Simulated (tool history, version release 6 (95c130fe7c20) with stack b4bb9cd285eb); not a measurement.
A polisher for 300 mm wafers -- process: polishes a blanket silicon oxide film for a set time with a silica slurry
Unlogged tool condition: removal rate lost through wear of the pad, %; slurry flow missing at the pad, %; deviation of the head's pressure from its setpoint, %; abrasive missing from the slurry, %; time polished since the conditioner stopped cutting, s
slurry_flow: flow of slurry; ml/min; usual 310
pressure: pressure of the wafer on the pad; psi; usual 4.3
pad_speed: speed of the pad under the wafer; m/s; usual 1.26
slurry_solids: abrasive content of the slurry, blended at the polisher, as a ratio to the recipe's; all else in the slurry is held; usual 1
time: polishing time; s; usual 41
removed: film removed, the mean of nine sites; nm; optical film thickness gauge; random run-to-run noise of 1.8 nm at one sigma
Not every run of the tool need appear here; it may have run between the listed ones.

run	hour	slurry_flow	pressure	pad_speed	slurry_solids	time	wafers since the last listed run	wafers polished on this pad	hours since the slurry nozzle was cleaned	hours since the head pressure was calibrated	hours since the slurry blender was calibrated	hours since the conditioning disc was replaced	incoming thickness of the incoming film, nm	removed
1	0	310	4.8	1.26	0.75	47	0	1855	9.5	1117	69.9	450.7	1301.2	145.8
2	12.5	310	4.3	1.26	1	41	121	1977	22	1129.5	82.4	463.2	1296	150.7
3	43.7	310	4.3	1.26	1	48	304	2281	53.2	1160.7	113.6	494.4	1272.7	174.8
# hour 60.5: worn pad replaced by a new one
4	64	310	4.3	1.26	1.15	41	159	33	73.5	1181	133.9	514.7	1276.9	167.6
5	77.1	310	5	1.26	1.1	54	127	161	86.6	1194.1	147	527.8	1284.2	243.2
6	96.1	395	4.3	1.26	1	41	185	346	105.6	1213.1	166	546.8	1292.7	153.6
# hour 102.3: conditioning disc replaced and pad reconditioned
7	122.1	310	3.1	1.48	0.75	31	234	581	131.6	1239.1	192	19.8	1285.8	64.7
# hour 151.5: slurry blender recalibrated
8	169.2	310	4.3	1.26	1	41	439	1021	178.7	1286.2	17.7	66.9	1282.3	150.8
9	195.3	310	4.3	1.26	1	41	254	1275	204.8	1312.3	43.8	93	1281.1	154.5
10	214.7	235	4.3	1.26	1	41	189	1464	224.2	1331.7	63.2	112.4	1271.5	149.9
11	246	310	4.3	0.98	1	41	305	1770	255.5	1363	94.5	143.7	1277.3	134.9
# hour 252.7: head pressure recalibrated
# hour 264.2: worn pad replaced by a new one
12	280.8	365	4.3	1.26	0.8	45	280	162	290.3	28.1	129.3	178.5	1279.6	129.7
13	293	310	4.3	1.26	1	41	119	281	302.5	40.3	141.5	190.7	1269.6	143.5
14	321.9	310	4.3	1.26	0.9	41	281	563	331.4	69.2	170.4	219.6	1263	132.1
15	354.1	310	4.3	1.26	1	41	314	877	363.6	101.4	202.6	251.8	1274.9	143.8
# hour 357.7: slurry blender recalibrated
16	385.3	230	4.3	1.26	0.8	35	284	1162	394.8	132.6	27.6	283	1266.6	93.8
17	420.1	310	4.3	1.26	1.3	33	339	1501	429.6	167.4	62.4	317.8	1297.6	135.8
18	454.7	310	4.3	1.26	1	41	337	1839	464.2	202	97	352.4	1296	141.9
19	468.7	310	3.4	1.26	1	41	136	1975	478.2	216	111	366.4	1289	112.2
# hour 490.6: worn pad replaced by a new one
20	491.1	310	4.3	1.26	1.2	41	179	4	500.6	238.4	133.4	388.8	1292.3	163.1
21	524	310	4.3	1.26	1	41	320	325	533.5	271.3	166.3	421.7	1272	141
# hour 537.7: slurry nozzle cleaned
22	546.2	370	4.3	1.26	1	36	206	532	8.5	293.5	188.5	443.9	1274.7	127.2
23	563.8	310	4.3	1.26	1	41	171	704	26.1	311.1	206.1	461.5	1265.4	141.4
24	595	310	4.3	1.26	1	41	304	1008	57.3	342.3	237.3	492.7	1280.3	144.4
# hour 602.3: slurry blender recalibrated
25	627	260	4.3	1.42	1.1	37	292	1301	89.3	374.3	24.7	524.7	1274.6	144.3

A few steps of removed between consecutive runs. Split each: what settings, incoming material and random variation would produce without the hidden state, and what is left over for the hidden state, along with gauge scatter present in only one of the two compared results (measured, and without hidden state):
Run 5 -> 6: slurry_flow 310 -> 395, pressure 5 -> 4.3, slurry_solids 1.1 -> 1, time 54 -> 41. removed -89.6 nm: hidden state -3.5, all else -86.1.
Run 6 -> 7: slurry_flow 395 -> 310, pressure 4.3 -> 3.1, pad_speed 1.26 -> 1.48, slurry_solids 1 -> 0.75, time 41 -> 31, conditioning disc replaced and pad reconditioned. removed -88.9 nm: hidden state -3.6, all else -85.3.
Run 7 -> 8: pressure 3.1 -> 4.3, pad_speed 1.48 -> 1.26, slurry_solids 0.75 -> 1, time 31 -> 41, slurry blender recalibrated. removed +86.1 nm: hidden state +4.5, all else +81.6.
Run 11 -> 12: slurry_flow 310 -> 365, pad_speed 0.98 -> 1.26, slurry_solids 1 -> 0.8, time 41 -> 45, head pressure recalibrated, worn pad replaced by a new one. removed -5.2 nm: hidden state -8.7, all else +3.5.

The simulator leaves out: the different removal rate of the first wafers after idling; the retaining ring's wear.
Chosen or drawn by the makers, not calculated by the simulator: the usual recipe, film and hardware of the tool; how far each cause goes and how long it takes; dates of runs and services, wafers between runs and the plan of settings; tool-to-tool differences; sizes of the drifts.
